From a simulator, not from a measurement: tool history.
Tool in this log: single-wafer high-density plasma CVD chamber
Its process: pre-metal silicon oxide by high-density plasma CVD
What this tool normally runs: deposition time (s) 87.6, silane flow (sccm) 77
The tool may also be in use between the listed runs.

run,hour,deposition time (s),silane flow (sccm),wafers since the last listed run,hours since the silane flow controller was replaced,hours since the gauge calibration,"read-back reference wafer on the same gauge, thickness_nm",mean film thickness on the monitor wafer (angstrom)
1,0,74,77,0,2499.6,283.1,700.58,5278.56
2,63.9,74,77,616,2563.5,347,700.712,5307.24
3,97.8,87.6,71,326,2597.4,380.9,701.481,5822.01
4,133.3,87.6,71,342,2632.9,416.4,700.165,5755.51
5,180.9,87.6,77,458,2680.5,464,701.799,6253.53
6,210.5,87.6,77,285,2710.1,493.6,701.375,6250.1
# hour 263.3: gauge calibrated
7,269,87.6,77,564,2768.6,5.7,700.679,6211.1
# hour 288.4: silane flow controller replaced
8,327.6,87.6,77,487,39.2,64.3,701.111,7036.32
9,376.6,87.6,77,472,88.2,113.3,700.624,6996.67
# hour 428.2: silane flow controller replaced, repeated, since the last time left the tool worse
10,429.2,103.7,65,430,1,165.9,700.954,6595.94
11,484.1,87.6,77,529,55.9,220.8,700.726,6529.95
12,528.5,81.3,77,428,100.3,265.2,700.726,6114.21
13,574.3,92.2,92,441,146.1,311,700.793,8111.32
14,621.9,74,77,458,193.7,358.6,701.182,5501.58
15,649,100.7,71,261,220.8,385.7,701.026,6989.69
16,700.8,87.6,77,499,272.6,437.5,701.132,6482.29
# hour 708.8: gauge calibrated
17,760.8,93.8,89,578,332.6,52,700.459,8029.21
18,795.2,92.1,63,331,367,86.4,700.761,5642.12

Consider 4 possible next runs. They are alternatives, not a sequence: every one starts from the tool as it was left by run 18. What does each give?
A,795.6,87.6,82,3,367.4,86.8,?,?
B,795.6,77.2,84,3,367.4,86.8,?,?
C,795.6,94.8,66,3,367.4,86.8,?,?
D,795.6,71.3,66,3,367.4,86.8,?,?

run,"read-back reference wafer on the same gauge, thickness_nm",mean film thickness on the monitor wafer (angstrom)
A,701.424,6936.81
B,701.424,6256.6
C,701.424,6098.86
D,701.424,4587.01
With the hidden condition removed and each run's random variation left untouched, the same runs would have given:
run,mean film thickness on the monitor wafer (angstrom)
A,6917.44
B,6239.12
C,6081.82
D,4574.2
